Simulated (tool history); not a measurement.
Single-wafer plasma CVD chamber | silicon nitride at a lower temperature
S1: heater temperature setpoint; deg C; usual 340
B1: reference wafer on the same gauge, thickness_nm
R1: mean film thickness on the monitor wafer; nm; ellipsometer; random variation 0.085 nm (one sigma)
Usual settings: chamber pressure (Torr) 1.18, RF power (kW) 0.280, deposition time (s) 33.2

run 1 hour=0.0 | S1=333 chamber_pressure_(Torr)=1.03 RF_power_(kW)=0.280 deposition_time_(s)=33.2 | B1=26.592 | R1=29.320
run 2 hour=137.5 | S1=340 chamber_pressure_(Torr)=1.18 RF_power_(kW)=0.280 deposition_time_(s)=31.5 | B1=26.586 | R1=29.000
run 3 hour=214.7 | S1=340 chamber_pressure_(Torr)=1.39 RF_power_(kW)=0.280 deposition_time_(s)=33.2 | B1=26.584 | R1=32.081
run 4 hour=359.0 | S1=340 chamber_pressure_(Torr)=1.39 RF_power_(kW)=0.280 deposition_time_(s)=33.2 | B1=26.634 | R1=32.152
run 5 hour=414.7 | S1=340 chamber_pressure_(Torr)=1.39 RF_power_(kW)=0.280 deposition_time_(s)=33.2 | B1=26.602 | R1=32.047
run 6 hour=461.1 | S1=340 chamber_pressure_(Torr)=1.18 RF_power_(kW)=0.280 deposition_time_(s)=33.2 | B1=26.626 | R1=30.374
run 7 hour=503.5 | S1=340 chamber_pressure_(Torr)=1.18 RF_power_(kW)=0.240 deposition_time_(s)=33.2 | B1=26.605 | R1=28.890
-- hour=564.1 RF generator calibrated
run 8 hour=594.6 | S1=340 chamber_pressure_(Torr)=1.18 RF_power_(kW)=0.240 deposition_time_(s)=33.2 | B1=26.589 | R1=28.504
run 9 hour=692.1 | S1=340 chamber_pressure_(Torr)=1.18 RF_power_(kW)=0.240 deposition_time_(s)=33.2 | B1=26.625 | R1=28.380
-- hour=721.2 gauge calibrated
run 10 hour=796.1 | S1=340 chamber_pressure_(Torr)=1.18 RF_power_(kW)=0.280 deposition_time_(s)=33.2 | B1=26.601 | R1=30.024
-- hour=880.1 RF generator calibrated, repeated, since the last time left the tool worse
run 11 hour=882.1 | S1=332 chamber_pressure_(Torr)=1.18 RF_power_(kW)=0.280 deposition_time_(s)=39.0 | B1=26.590 | R1=36.614
-- hour=940.2 capacitance manometer re-zeroed and calibrated
run 12 hour=1069.9 | S1=330 chamber_pressure_(Torr)=1.18 RF_power_(kW)=0.235 deposition_time_(s)=33.2 | B1=26.599 | R1=29.414
run 13 hour=1155.8 | S1=351 chamber_pressure_(Torr)=1.01 RF_power_(kW)=0.280 deposition_time_(s)=33.2 | B1=26.560 | R1=29.254
-- hour=1177.0 thermocouple changed; heater temperature recalibrated
run 14 hour=1192.3 | S1=340 chamber_pressure_(Torr)=1.03 RF_power_(kW)=0.280 deposition_time_(s)=36.4 | B1=26.571 | R1=32.429
-- hour=1205.0 showerhead replaced
run 15 hour=1246.0 | S1=340 chamber_pressure_(Torr)=1.18 RF_power_(kW)=0.280 deposition_time_(s)=33.2 | B1=26.600 | R1=30.858
run 16 hour=1294.6 | S1=340 chamber_pressure_(Torr)=1.35 RF_power_(kW)=0.240 deposition_time_(s)=29.4 | B1=26.589 | R1=27.169
run 17 hour=1386.1 | S1=330 chamber_pressure_(Torr)=1.18 RF_power_(kW)=0.250 deposition_time_(s)=29.5 | B1=26.619 | R1=26.457
run 18 hour=1428.0 | S1=340 chamber_pressure_(Torr)=0.95 RF_power_(kW)=0.300 deposition_time_(s)=33.2 | B1=26.591 | R1=29.295
run 19 hour=1520.6 | S1=340 chamber_pressure_(Torr)=0.99 RF_power_(kW)=0.330 deposition_time_(s)=28.9 | B1=26.620 | R1=26.983

4 ways to go on from here, each from the tool as it stands after run 19. What would each give?
run A hour=1521.0 | S1=340 chamber_pressure_(Torr)=1.18 RF_power_(kW)=0.265 deposition_time_(s)=33.2 | B1=? | R1=?
run B hour=1521.0 | S1=340 chamber_pressure_(Torr)=1.18 RF_power_(kW)=0.280 deposition_time_(s)=30.0 | B1=? | R1=?
run C hour=1521.0 | S1=330 chamber_pressure_(Torr)=0.95 RF_power_(kW)=0.280 deposition_time_(s)=33.2 | B1=? | R1=?
run D hour=1521.0 | S1=333 chamber_pressure_(Torr)=1.36 RF_power_(kW)=0.280 deposition_time_(s)=33.2 | B1=? | R1=?

run=A B1=26.604 R1=30.211
run=B B1=26.604 R1=27.846
run=C B1=26.604 R1=28.711
run=D B1=26.604 R1=32.323
Without the tool's hidden state the same runs would have given:
run=A R1=30.514
run=B R1=28.116
run=C R1=28.989
run=D R1=32.636
